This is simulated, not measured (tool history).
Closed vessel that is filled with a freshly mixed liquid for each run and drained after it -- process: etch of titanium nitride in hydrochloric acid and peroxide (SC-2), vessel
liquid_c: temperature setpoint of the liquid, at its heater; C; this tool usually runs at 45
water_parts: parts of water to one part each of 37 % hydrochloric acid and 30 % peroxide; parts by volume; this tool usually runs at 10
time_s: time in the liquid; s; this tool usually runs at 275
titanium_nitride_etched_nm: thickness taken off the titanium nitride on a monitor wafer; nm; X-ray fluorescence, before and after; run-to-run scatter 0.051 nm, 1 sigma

| run | day | liquid_c | water_parts | time_s | wafers since the last listed run | hours since the thermometer was replaced | hours since the chemicals flow meter was replaced | hours since the drum of peroxide was connected | hours since the gauge calibration | read-back film thickness of the titanium nitride reference wafer, read on the same gauge (nm) | titanium_nitride_etched_nm |
|---|---|---|---|---|---|---|---|---|---|---|---|
| 1 | 0 | 45 | 10 | 345 | 0 | 556.3 | 604.1 | 864.9 | 391.9 | 99.99 | 8.88 |
|  | 0.521 | chemicals flow meter replaced |
|  | 3.846 | thermometer replaced |
| 2 | 4.354 | 45 | 10 | 345 | 10600 | 12.2 | 92 | 969.4 | 496.4 | 99.99 | 9.17 |
| 3 | 8.479 | 45 | 10 | 345 | 10238 | 111.2 | 191 | 1068.4 | 595.4 | 99.99 | 9.28 |
| 4 | 10.933 | 45 | 10 | 275 | 6091 | 170.1 | 249.9 | 1127.3 | 654.3 | 100 | 7.3 |
| 5 | 15.088 | 45 | 10 | 275 | 10311 | 269.8 | 349.6 | 1227 | 754 | 100.01 | 7.25 |
| 6 | 17.492 | 45 | 10 | 275 | 5967 | 327.5 | 407.3 | 1284.7 | 811.7 | 100 | 7.18 |
|  | 18.304 | new drum of peroxide connected |
| 7 | 20.275 | 45 | 12 | 390 | 6805 | 394.3 | 474.1 | 47.3 | 878.5 | 99.99 | 8.66 |
| 8 | 24.512 | 45 | 10 | 275 | 10517 | 496 | 575.8 | 149 | 980.2 | 99.99 | 7.13 |
|  | 28.562 | gauge calibrated |
| 9 | 28.758 | 45 | 10 | 275 | 10538 | 597.9 | 677.7 | 250.9 | 4.7 | 99.99 | 7.03 |
|  | 30.621 | chemicals flow meter replaced |
| 10 | 31.2 | 39.5 | 5.5 | 275 | 5957 | 656.5 | 13.9 | 309.5 | 63.3 | 100.02 | 7.64 |
| 11 | 32.875 | 37.5 | 14.5 | 420 | 4157 | 696.7 | 54.1 | 349.7 | 103.5 | 100 | 4.63 |
|  | 33.371 | thermometer replaced |
| 12 | 37.238 | 38.5 | 8.5 | 415 | 10724 | 92.8 | 158.8 | 454.4 | 208.2 | 100.02 | 7.9 |
| 13 | 40.333 | 45 | 10 | 345 | 7684 | 167.1 | 233.1 | 528.7 | 282.5 | 100 | 9.16 |
| 14 | 43.525 | 54 | 14.5 | 400 | 7922 | 243.7 | 309.7 | 605.3 | 359.1 | 99.99 | 13.87 |

Forecast each of these 5 alternatives for the next run:
| A | 43.554 | 45 | 10 | 400 | 72 | 244.4 | 310.4 | 606 | 359.8 | ? | ? |
| B | 43.554 | 45 | 5.5 | 275 | 72 | 244.4 | 310.4 | 606 | 359.8 | ? | ? |
| C | 43.554 | 50 | 5.5 | 275 | 72 | 244.4 | 310.4 | 606 | 359.8 | ? | ? |
| D | 43.554 | 40.5 | 12.5 | 425 | 72 | 244.4 | 310.4 | 606 | 359.8 | ? | ? |
| E | 43.554 | 53 | 5.5 | 275 | 72 | 244.4 | 310.4 | 606 | 359.8 | ? | ? |

| run | read-back film thickness of the titanium nitride reference wafer, read on the same gauge (nm) | titanium_nitride_etched_nm |
|---|---|---|
| A | 100 | 10.5 |
| B | 100 | 11.55 |
| C | 100 | 16.21 |
| D | 100 | 6.74 |
| E | 100 | 19.77 |
Without the tool's hidden state the same runs would have given:
| run | titanium_nitride_etched_nm |
|---|---|
| A | 10.68 |
| B | 11.75 |
| C | 16.49 |
| D | 6.86 |
| E | 20.1 |
